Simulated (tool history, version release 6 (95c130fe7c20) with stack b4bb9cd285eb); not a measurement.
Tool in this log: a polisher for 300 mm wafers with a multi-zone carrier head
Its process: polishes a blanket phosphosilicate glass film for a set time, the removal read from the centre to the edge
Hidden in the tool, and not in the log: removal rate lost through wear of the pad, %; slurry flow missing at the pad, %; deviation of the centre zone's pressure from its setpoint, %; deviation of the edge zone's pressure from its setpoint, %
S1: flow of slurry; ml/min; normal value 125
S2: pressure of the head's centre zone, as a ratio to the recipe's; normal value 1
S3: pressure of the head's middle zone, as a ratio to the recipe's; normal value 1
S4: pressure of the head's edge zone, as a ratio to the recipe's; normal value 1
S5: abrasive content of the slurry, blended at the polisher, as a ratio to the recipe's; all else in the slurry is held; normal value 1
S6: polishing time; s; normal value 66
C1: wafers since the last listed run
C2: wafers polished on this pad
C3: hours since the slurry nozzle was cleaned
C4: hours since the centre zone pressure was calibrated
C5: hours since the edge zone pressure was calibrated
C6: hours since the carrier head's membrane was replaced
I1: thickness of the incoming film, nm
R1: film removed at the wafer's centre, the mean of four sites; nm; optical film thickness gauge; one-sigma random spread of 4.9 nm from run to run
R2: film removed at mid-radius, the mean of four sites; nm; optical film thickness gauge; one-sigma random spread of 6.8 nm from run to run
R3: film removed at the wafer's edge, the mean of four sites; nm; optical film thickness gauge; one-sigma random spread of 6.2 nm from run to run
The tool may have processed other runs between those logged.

run     day   S1    S2    S3    S4   S5  S6   C1   C2     C3     C4     C5      C6      I1     R1     R2     R3
  1       0  125     1     1     1    1  66    0  495     11  368.7  412.6  1807.7  2113.3  505.1    535  521.1
  2   0.696  125  1.03     1     1    1  66  116  611   27.7  385.4  429.3  1824.4  2144.9  522.4  536.2  521.3
  3   1.588  125  1.03     1     1    1  66  148  760   49.1  406.8  450.7  1845.8  2086.8  516.6  533.2  525.7
      2.246  -- worn pad replaced by a new one
  4   2.442  125  1.03     1     1    1  66  114   32   69.6  427.3  471.2  1866.3  2076.3  524.8  532.3  523.4
  5   3.625  125  0.91     1     1    1  66  197  230     98  455.7  499.6  1894.7  2075.9  447.3  521.7  521.4
  6    4.65  125  0.91     1     1    1  66  171  401  122.6  480.3  524.2  1919.3  2074.4    452  530.6  533.9
  7   5.954  125  0.91     1     1    1  66  217  619  153.9  511.6  555.5  1950.6  2132.4  461.8  528.2  530.8
  8   6.733  125     1     1     1    1  66  130  749  172.6  530.3  574.2  1969.3  2083.6  501.5  538.5  535.5
      7.021  -- edge zone pressure recalibrated
       7.35  -- worn pad replaced by a new one
  9   8.358  125     1     1     1    1  53  229  168  211.6  569.3   32.1  2008.3  2127.5  394.5  433.3  422.2
 10   9.133  125     1     1     1    1  66  129  298  230.2  587.9   50.7  2026.9  2068.2  493.6  514.2  536.5
      9.529  -- carrier head's membrane replaced by a new one
 11  10.262  125     1     1     1    1  66  153  451  257.3    615   77.8    17.6  2068.6  495.7    526  523.3
     11.167  -- slurry nozzle cleaned
 12  11.712  125     1     1     1  1.1  66  235  687   13.1  649.8  112.6    52.4  2098.6  504.7  561.5  541.1
       12.5  -- worn pad replaced by a new one
 13  12.912  125     1     1     1  1.1  66  172   68   41.9  678.6  141.4    81.2  2105.9  508.2  547.7  553.5
 14  14.242  160     1     1     1    1  66  221  290   73.8  710.5  173.3   113.1  2074.1  518.5  565.5  539.2
     15.983  -- centre zone pressure recalibrated
     17.529  -- worn pad replaced by a new one
 15  18.042  125     1     1     1    1  79  592   85    165   49.4  264.5   204.3  2086.1  562.1  638.7  627.6
 16  20.071  115  0.93     1  0.91    1  81  338  424  213.7   98.1  313.2     253  2106.4  521.3  643.6  623.5
     20.783  -- centre zone pressure recalibrated, repeated, since the last time left the tool worse
 17  21.092   95  1.11  0.91     1    1  66  156  580  238.2    7.4  337.7   277.5  2095.8  533.7  459.3  501.6
     21.517  -- slurry nozzle cleaned
 18  22.433  125     1     1     1    1  66  217  798     22   39.6  369.9   309.7  2096.1  517.9  533.4  525.8
     22.825  -- worn pad replaced by a new one
 19  23.254  125     1     1     1    1  78  109   71   41.7   59.3  389.6   329.4  2087.7  619.2  633.5  621.6

Forecast each of these 3 alternatives for the next run:
  A  23.271  125   1    1   1    1  66   2  74  42.1  59.7  390  329.8  2126.9   ?   ?   ?
  B  23.271  125   1    1   1  1.3  86   2  74  42.1  59.7  390  329.8  2126.9   ?   ?   ?
  C  23.271  125   1  1.1   1    1  85   2  74  42.1  59.7  390  329.8  2126.9   ?   ?   ?

run     R1     R2     R3
  A  513.7  529.3  535.4
  B  728.7  750.8  759.5
  C    662  739.2  688.6
Without the tool's hidden state the same runs would have given:
run     R1     R2     R3
  A  513.9  529.3  535.4
  B  728.9  750.8  759.5
  C  662.3  739.2  688.6

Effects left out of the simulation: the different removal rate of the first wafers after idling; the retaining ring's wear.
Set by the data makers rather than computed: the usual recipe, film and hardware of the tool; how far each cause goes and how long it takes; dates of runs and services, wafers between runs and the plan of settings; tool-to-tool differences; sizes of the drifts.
